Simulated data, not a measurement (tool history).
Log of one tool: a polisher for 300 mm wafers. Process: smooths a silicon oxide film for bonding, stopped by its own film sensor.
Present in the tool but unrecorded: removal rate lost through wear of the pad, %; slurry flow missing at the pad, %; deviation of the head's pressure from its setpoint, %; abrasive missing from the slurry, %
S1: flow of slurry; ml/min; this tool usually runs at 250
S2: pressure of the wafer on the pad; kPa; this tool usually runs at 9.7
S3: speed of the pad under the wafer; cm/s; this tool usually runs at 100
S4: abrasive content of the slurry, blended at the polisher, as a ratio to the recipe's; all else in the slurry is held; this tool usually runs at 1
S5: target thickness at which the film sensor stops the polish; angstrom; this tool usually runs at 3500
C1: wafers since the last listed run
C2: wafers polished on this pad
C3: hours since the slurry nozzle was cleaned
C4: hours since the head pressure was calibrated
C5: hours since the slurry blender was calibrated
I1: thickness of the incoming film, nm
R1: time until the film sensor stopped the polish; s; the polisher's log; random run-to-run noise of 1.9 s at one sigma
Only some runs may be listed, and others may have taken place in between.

run	hour	S1	S2	S3	S4	S5	C1	C2	C3	C4	C5	I1	R1
1	0	250	9	100	1	3500	0	709	313.9	878.1	293.9	388	112.2
# hour 24.6: slurry nozzle cleaned
# hour 30.5: head pressure recalibrated
2	137.6	250	9.7	100	1	3500	893	1602	113	107.1	431.5	387.1	94.2
# hour 146.9: worn pad replaced by a new one
# hour 172: slurry blender recalibrated
3	209.2	250	9.7	100	1	3500	435	400	184.6	178.7	37.2	383.1	86
4	278.4	250	9.7	100	1	3500	459	859	253.8	247.9	106.4	394	117.1
5	302.4	250	8.3	100	1.2	3500	159	1018	277.8	271.9	130.4	384.4	91.6
6	418.5	250	9.7	100	1	3500	770	1789	393.9	388	246.5	387.6	97.8
# hour 426.9: worn pad replaced by a new one
# hour 454.3: slurry nozzle cleaned
7	477	250	9.7	100	1	3500	355	326	22.7	446.5	305	388.3	98.1
8	501.1	250	9.7	100	1	3500	159	486	46.8	470.6	329.1	389.3	106.3
9	525.4	220	9.7	100	1	3530	161	647	71.1	494.9	353.4	387.6	97.4
10	585.7	300	9.7	124	1	3370	400	1047	131.4	555.2	413.7	384.6	108.9
# hour 608.8: slurry blender recalibrated
11	638.1	250	9.7	100	1	3500	334	1382	183.8	607.6	29.3	385.8	94
# hour 684.3: worn pad replaced by a new one
12	686.3	250	9.7	100	1	3500	293	12	232	655.8	77.5	384.3	90.1
13	742.3	250	9.7	100	1	3420	371	384	288	711.8	133.5	388.4	126.1
14	806.6	250	9.7	100	1.2	3600	426	811	352.3	776.1	197.8	395	88.2
# hour 813.2: head pressure recalibrated
15	834.3	340	9.7	100	1	3500	170	982	380	21.1	225.5	390.9	100
# hour 876.9: slurry nozzle cleaned
16	910.7	250	12.4	136	0.85	3410	500	1482	33.8	97.5	301.9	386.5	79.9
# hour 954.8: worn pad replaced by a new one
# hour 1015.9: slurry blender recalibrated
17	1097.1	250	9.7	100	1.1	3500	1197	931	220.2	283.9	81.2	394.7	109.7
# hour 1204.9: worn pad replaced by a new one
18	1220.6	250	13.1	100	1	3500	793	104	343.7	407.4	204.7	392.9	82.8

Predict each of these 3 candidate next runs independently; none follows another, all start after run 18:
A	1221.1	250	9.7	100	1	3500	3	107	344.2	407.9	205.2	393.2	?
B	1221.1	250	7.6	86	1	3500	3	107	344.2	407.9	205.2	393.2	?
C	1221.1	250	9.7	100	0.9	3460	3	107	344.2	407.9	205.2	393.2	?

run	R1
A	117.8
B	169.2
C	139.4
Take away the tool's hidden state, keep each run's random variation, and the runs would have read:
run	R1
A	108.9
B	156.4
C	128.9

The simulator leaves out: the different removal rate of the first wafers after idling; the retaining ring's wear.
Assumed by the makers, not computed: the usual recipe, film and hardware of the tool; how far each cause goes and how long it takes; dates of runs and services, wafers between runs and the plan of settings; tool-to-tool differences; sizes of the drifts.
